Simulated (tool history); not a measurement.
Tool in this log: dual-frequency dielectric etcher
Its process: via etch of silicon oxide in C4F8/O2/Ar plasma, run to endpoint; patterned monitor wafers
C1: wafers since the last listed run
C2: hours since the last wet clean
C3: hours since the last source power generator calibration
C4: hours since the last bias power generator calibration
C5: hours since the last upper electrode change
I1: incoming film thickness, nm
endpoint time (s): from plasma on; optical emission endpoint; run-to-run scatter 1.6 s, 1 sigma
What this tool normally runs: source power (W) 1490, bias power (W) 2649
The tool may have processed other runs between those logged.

{"run": 1, "hour": 0.0, "source power (W)": 1490, "bias power (W)": 2649, "C1": 0, "C2": 254.4, "C3": 2408.9, "C4": 932.0, "C5": 5039.3, "I1": 1675.7, "endpoint time (s)": 334.6}
{"run": 2, "hour": 64.3, "source power (W)": 1490, "bias power (W)": 2649, "C1": 354, "C2": 318.7, "C3": 2473.2, "C4": 996.3, "C5": 5103.6, "I1": 1668.5, "endpoint time (s)": 335.1}
{"run": 3, "hour": 96.2, "source power (W)": 1490, "bias power (W)": 2649, "C1": 175, "C2": 350.6, "C3": 2505.1, "C4": 1028.2, "C5": 5135.5, "I1": 1665.0, "endpoint time (s)": 331.4}
{"run": 4, "hour": 149.2, "source power (W)": 1490, "bias power (W)": 2649, "C1": 291, "C2": 403.6, "C3": 2558.1, "C4": 1081.2, "C5": 5188.5, "I1": 1683.2, "endpoint time (s)": 341.2}
{"run": 5, "hour": 191.3, "source power (W)": 1490, "bias power (W)": 2649, "C1": 231, "C2": 445.7, "C3": 2600.2, "C4": 1123.3, "C5": 5230.6, "I1": 1654.1, "endpoint time (s)": 337.1}
{"run": 6, "hour": 225.5, "source power (W)": 1490, "bias power (W)": 2649, "C1": 188, "C2": 479.9, "C3": 2634.4, "C4": 1157.5, "C5": 5264.8, "I1": 1678.5, "endpoint time (s)": 339.3}
{"hour": 258.3, "done": "upper electrode replaced"}
{"run": 7, "hour": 261.5, "source power (W)": 1490, "bias power (W)": 2649, "C1": 66, "C2": 515.9, "C3": 2670.4, "C4": 1193.5, "C5": 3.2, "I1": 1664.8, "endpoint time (s)": 342.6}
{"run": 8, "hour": 318.1, "source power (W)": 1640, "bias power (W)": 2649, "C1": 311, "C2": 572.5, "C3": 2727.0, "C4": 1250.1, "C5": 59.8, "I1": 1674.4, "endpoint time (s)": 324.5}

Run 9 comes next. What will it give?
{"hour": 369.6, "done": "wet clean of the chamber"}
{"run": 9, "hour": 370.1, "source power (W)": 1490, "bias power (W)": 2649, "C1": 154, "C2": 0.5, "C3": 2779.0, "C4": 1302.1, "C5": 111.8, "I1": 1651.3, "endpoint time (s)": "?"}

endpoint time (s): 321.1
Take away the tool's hidden state, keep the run-to-run variation as it was, and the same run would have given endpoint time (s) 320.1.
